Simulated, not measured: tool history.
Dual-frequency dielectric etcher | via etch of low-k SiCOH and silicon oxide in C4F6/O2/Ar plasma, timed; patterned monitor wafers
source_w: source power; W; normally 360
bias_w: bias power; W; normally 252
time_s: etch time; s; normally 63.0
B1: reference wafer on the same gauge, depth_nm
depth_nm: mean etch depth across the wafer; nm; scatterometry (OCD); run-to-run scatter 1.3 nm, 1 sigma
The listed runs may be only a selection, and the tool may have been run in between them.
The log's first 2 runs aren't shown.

{"run": 3, "hour": 21.4, "source_w": 330, "bias_w": 204, "time_s": 63.0, "B1": 199.9, "depth_nm": 179.6}
{"run": 4, "hour": 37.0, "source_w": 360, "bias_w": 252, "time_s": 63.0, "B1": 199.9, "depth_nm": 205.2}
{"run": 5, "hour": 48.8, "source_w": 360, "bias_w": 252, "time_s": 63.0, "B1": 199.8, "depth_nm": 204.9}
{"run": 6, "hour": 62.7, "source_w": 300, "bias_w": 252, "time_s": 63.0, "B1": 200.0, "depth_nm": 190.1}
{"hour": 64.5, "done": "gauge calibrated"}
{"run": 7, "hour": 77.9, "source_w": 360, "bias_w": 252, "time_s": 63.0, "B1": 199.8, "depth_nm": 208.1}
{"run": 8, "hour": 90.1, "source_w": 360, "bias_w": 252, "time_s": 63.0, "B1": 200.0, "depth_nm": 206.1}
{"hour": 122.1, "done": "wet clean of the chamber"}
{"run": 9, "hour": 122.6, "source_w": 360, "bias_w": 252, "time_s": 63.0, "B1": 200.3, "depth_nm": 205.8}
{"run": 10, "hour": 122.9, "source_w": 390, "bias_w": 252, "time_s": 63.0, "B1": 200.4, "depth_nm": 213.2}
{"run": 11, "hour": 131.4, "source_w": 360, "bias_w": 252, "time_s": 63.0, "B1": 199.3, "depth_nm": 206.9}
{"run": 12, "hour": 144.2, "source_w": 360, "bias_w": 252, "time_s": 63.0, "B1": 200.1, "depth_nm": 208.1}
{"hour": 197.7, "done": "bias power generator calibrated"}
{"run": 13, "hour": 198.2, "source_w": 410, "bias_w": 222, "time_s": 54.0, "B1": 200.0, "depth_nm": 174.1}
{"run": 14, "hour": 208.5, "source_w": 450, "bias_w": 287, "time_s": 78.5, "B1": 200.1, "depth_nm": 297.7}
{"run": 15, "hour": 224.5, "source_w": 360, "bias_w": 252, "time_s": 44.5, "B1": 199.8, "depth_nm": 146.4}
{"run": 16, "hour": 239.7, "source_w": 360, "bias_w": 252, "time_s": 63.0, "B1": 200.5, "depth_nm": 205.6}
{"run": 17, "hour": 252.6, "source_w": 420, "bias_w": 312, "time_s": 56.0, "B1": 200.4, "depth_nm": 217.2}
{"run": 18, "hour": 270.5, "source_w": 410, "bias_w": 222, "time_s": 54.0, "B1": 200.4, "depth_nm": 178.7}
{"hour": 297.1, "done": "upper electrode replaced"}
{"run": 19, "hour": 297.6, "source_w": 440, "bias_w": 204, "time_s": 72.0, "B1": 199.3, "depth_nm": 232.5}
{"run": 20, "hour": 297.9, "source_w": 360, "bias_w": 313, "time_s": 81.5, "B1": 199.6, "depth_nm": 294.7}

The next listed run, before its measurement:
{"run": 21, "hour": 301.0, "source_w": 280, "bias_w": 224, "time_s": 73.0, "B1": "?", "depth_nm": "?"}

{"run 21": {"B1": 200.1, "depth_nm": 204.2}}
On a tool with no hidden condition, and with the same random variation, this run would have come out at depth_nm 204.2 nm.

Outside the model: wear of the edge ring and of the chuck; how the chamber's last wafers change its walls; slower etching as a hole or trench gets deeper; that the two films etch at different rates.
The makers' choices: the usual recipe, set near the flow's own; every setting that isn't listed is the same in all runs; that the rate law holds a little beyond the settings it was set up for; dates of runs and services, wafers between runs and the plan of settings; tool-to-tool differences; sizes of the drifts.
